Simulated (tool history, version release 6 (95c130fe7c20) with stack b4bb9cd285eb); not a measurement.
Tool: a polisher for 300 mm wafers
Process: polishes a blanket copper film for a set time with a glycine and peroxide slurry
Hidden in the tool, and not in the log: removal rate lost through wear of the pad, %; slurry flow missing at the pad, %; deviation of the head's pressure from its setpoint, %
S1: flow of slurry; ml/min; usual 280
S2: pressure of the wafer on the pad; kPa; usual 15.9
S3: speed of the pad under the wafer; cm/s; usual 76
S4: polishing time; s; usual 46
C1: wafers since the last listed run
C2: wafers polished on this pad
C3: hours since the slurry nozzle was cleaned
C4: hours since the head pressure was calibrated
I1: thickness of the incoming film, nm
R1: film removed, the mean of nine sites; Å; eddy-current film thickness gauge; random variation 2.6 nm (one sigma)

run	hour	S1	S2	S3	S4	C1	C2	C3	C4	I1	R1
1	0	280	15.9	76	46	0	3637	700.9	1020.1	1647.9	1613
2	101.3	280	15.9	76	46	1149	4786	802.2	1121.4	1576.6	1643
# hour 112.6: slurry nozzle cleaned
3	155.5	280	15.9	76	46	603	5390	42.9	1175.6	1613.7	1621
# hour 197.2: head pressure recalibrated
4	229.7	345	15.9	76	46	819	6209	117.1	32.5	1580.7	1785
5	300.1	345	15.9	76	46	798	7008	187.5	102.9	1628	1755
6	380	280	14.5	76	38	906	7914	267.4	182.8	1636.3	1383
# hour 456.8: worn pad replaced by a new one
7	597	280	14.5	76	38	2416	1591	484.4	399.8	1631.9	1320
8	679.5	280	14.5	76	38	936	2527	566.9	482.3	1610	1361
9	838.1	280	17.2	76	46	1799	4326	725.5	640.9	1599	1815
10	941.6	280	17.2	76	46	1174	5501	829	744.4	1591.9	1798
# hour 962.2: slurry nozzle cleaned
11	978.4	280	15.9	68	46	406	5907	16.2	781.2	1592.5	1568
12	1059.9	280	15.9	68	46	924	6832	97.7	862.7	1620.1	1560
13	1110.6	280	15.9	68	46	575	7407	148.4	913.4	1624.5	1554
# hour 1148.4: worn pad replaced by a new one
14	1159	280	19.3	76	46	503	120	196.8	961.8	1604.4	1979
15	1245.8	235	15.9	90	33	984	1105	283.6	1048.6	1621.2	1324
16	1314.5	280	20	76	46	779	1885	352.3	1117.3	1617.1	1977
17	1353.1	310	14.5	58	38	437	2323	390.9	1155.9	1633.8	1089
18	1418.9	245	11	100	32	746	3069	456.7	1221.7	1613.7	1119
# hour 1452.9: head pressure recalibrated
19	1488.9	280	11	100	46	771	3841	526.7	36	1633.9	1699
# hour 1670.8: slurry nozzle cleaned
20	1710.2	350	15.9	90	46	2499	6341	39.4	257.3	1578.8	1942
21	1776.6	280	19.3	52	46	753	7094	105.8	323.7	1589.7	1517
22	1883.6	280	15.9	76	46	1214	8308	212.8	430.7	1603.4	1707
# hour 1969.2: worn pad replaced by a new one
23	1975	280	17.9	68	46	991	65	304.2	522.1	1625	1713
24	2038.7	280	15.9	76	46	722	788	367.9	585.8	1618.4	1755
25	2359.6	280	19.3	76	57	3641	4429	688.8	906.7	1603.8	2280
26	2410	280	17.2	76	46	571	5001	739.2	957.1	1617	1753
27	2490.2	280	12.4	54	53	910	5911	819.4	1037.3	1598	1309
# hour 2521.8: slurry nozzle cleaned
28	2537.5	335	12.4	76	46	525	6436	15.7	1084.6	1604.7	1439
29	2597.5	280	15.9	52	46	680	7117	75.7	1144.6	1642.8	1295
30	2643.6	355	15.9	76	46	523	7640	121.8	1190.7	1635.7	1687
31	2737.8	235	11	66	57	1068	8709	216	1284.9	1595.9	1471
# hour 2751.9: worn pad replaced by a new one
32	2842.2	315	12.4	58	42	1139	1024	320.4	1389.3	1618.7	1091
33	2902.7	280	13.8	56	40	686	1711	380.9	1449.8	1605.4	1053
# hour 2933.6: head pressure recalibrated
34	2951.9	225	20	86	56	535	2246	430.1	18.3	1602.3	2735
35	3001.3	280	19.3	76	46	560	2807	479.5	67.7	1605	1987
36	3085.7	280	15.9	76	46	957	3765	563.9	152.1	1586.8	1698
37	3189.6	250	15.9	76	39	1178	4944	667.8	256	1588.8	1462

Forecast each of these 4 alternatives for the next run:
A	3190	335	15.9	76	46	4	4948	668.2	256.4	1610.5	?
B	3190	280	20.7	84	41	4	4948	668.2	256.4	1610.5	?
C	3190	280	15.9	76	60	4	4948	668.2	256.4	1610.5	?
D	3190	280	15.9	96	46	4	4948	668.2	256.4	1610.5	?

run	R1
A	1725
B	1978
C	2224
D	2031
Without the tool's hidden state the same runs would have given:
run	R1
A	1738
B	1995
C	2241
D	2047
